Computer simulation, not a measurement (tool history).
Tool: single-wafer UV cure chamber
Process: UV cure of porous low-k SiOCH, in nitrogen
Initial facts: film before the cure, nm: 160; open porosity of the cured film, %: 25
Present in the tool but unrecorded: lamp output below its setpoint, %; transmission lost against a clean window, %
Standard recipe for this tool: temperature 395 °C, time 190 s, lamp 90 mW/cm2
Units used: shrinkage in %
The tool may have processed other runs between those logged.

run     day  temperature  time  lamp  wafers since the last listed run  hours since the UV bulbs were replaced  wafers since the quartz window was cleaned  shrinkage
  1       0          395   190   117                                 0                                  1706.5                                         941     12.864
      1.042  -- quartz window cleaned
  2   1.062          395   190   117                                96                                    1732                                           2     13.699
  3   4.425          381   190    90                               443                                  1812.7                                         446     11.966
  4   5.883          381   190    90                               192                                  1847.7                                         638     11.652
  5   6.446          381   190    90                                74                                  1861.2                                         712     11.542
  6   7.762          395   190    90                               173                                  1892.8                                         886     11.656
       8.55  -- quartz window cleaned
  7   8.671          395   275    90                                75                                  1914.6                                          15     14.102
  8   9.821          395   190    90                               151                                  1942.2                                         167     12.012
  9  11.038          395   280    90                               160                                  1971.4                                         328     14.135
 10  12.092          395   280    90                               139                                  1996.7                                         467     13.955
 11  13.483          395   265    90                               183                                  2030.1                                         650     13.624
 12    14.4          395   265    90                               120                                  2052.1                                         771     13.293
 13  15.054          395   265    90                                86                                  2067.8                                         857     13.251
     16.233  -- quartz window cleaned
 14  16.254          395   190    90                               114                                  2096.6                                           2     12.363
 15  16.658          395   190    90                                53                                  2106.3                                          55     12.389
 16  17.258          395   190    90                                79                                  2120.7                                         134     12.285
 17  18.017          406   135    57                               100                                  2138.9                                         234      8.721
 18  18.712          395   190    90                                91                                  2155.6                                         326     12.285
 19  20.638          382   125   108                               253                                  2201.8                                         580     10.622
     21.708  -- UV bulbs replaced
 20  22.012          405   285    72                               137                                     7.3                                         718     12.877
     22.967  -- quartz window cleaned
 21  23.467          377   190    90                               147                                    42.2                                          66     11.949
 22  24.875          378   240    59                               185                                      76                                         251     10.988
 23  25.558          413   255    72                                90                                    92.4                                         342     12.891
 24  26.225          414   105    90                                87                                   108.4                                         430      9.636
 25  27.675          378    90    90                               191                                   143.2                                         621      8.036
 26  28.175          411    95    57                                65                                   155.2                                         687      6.795
 27  29.167          395   190    90                               130                                     179                                         817     11.651
 28  30.238          408   190    63                               141                                   204.7                                         959      9.999
 29  31.162          378   240    59                               121                                   226.9                                        1081     10.259
     31.767  -- quartz window cleaned
 30  32.025          403    75    90                                69                                   247.6                                          34      8.165
 31  33.012          395   190    90                               130                                   271.3                                         164     12.165
 32  34.025          405   190   113                               133                                   295.6                                         298     13.445
 33  35.379          406   105    90                               178                                   328.1                                         476      9.458

Below are 5 alternative next runs, each starting from the tool's condition after run 33. Predict each:
  A  35.4          395    80    90                                 2                                   328.6                                         479          ?
  B  35.4          385   190   101                                 2                                   328.6                                         479          ?
  C  35.4          395   190   130                                 2                                   328.6                                         479          ?
  D  35.4          378   190    90                                 2                                   328.6                                         479          ?
  E  35.4          401    90    70                                 2                                   328.6                                         479          ?

run  shrinkage
  A      8.097
  B     12.563
  C     14.035
  D     11.855
  E      7.602
Take away the tool's hidden state, keep each run's random variation, and the runs would have read:
run  shrinkage
  A      8.493
  B     12.996
  C     14.481
  D     12.281
  E      7.991

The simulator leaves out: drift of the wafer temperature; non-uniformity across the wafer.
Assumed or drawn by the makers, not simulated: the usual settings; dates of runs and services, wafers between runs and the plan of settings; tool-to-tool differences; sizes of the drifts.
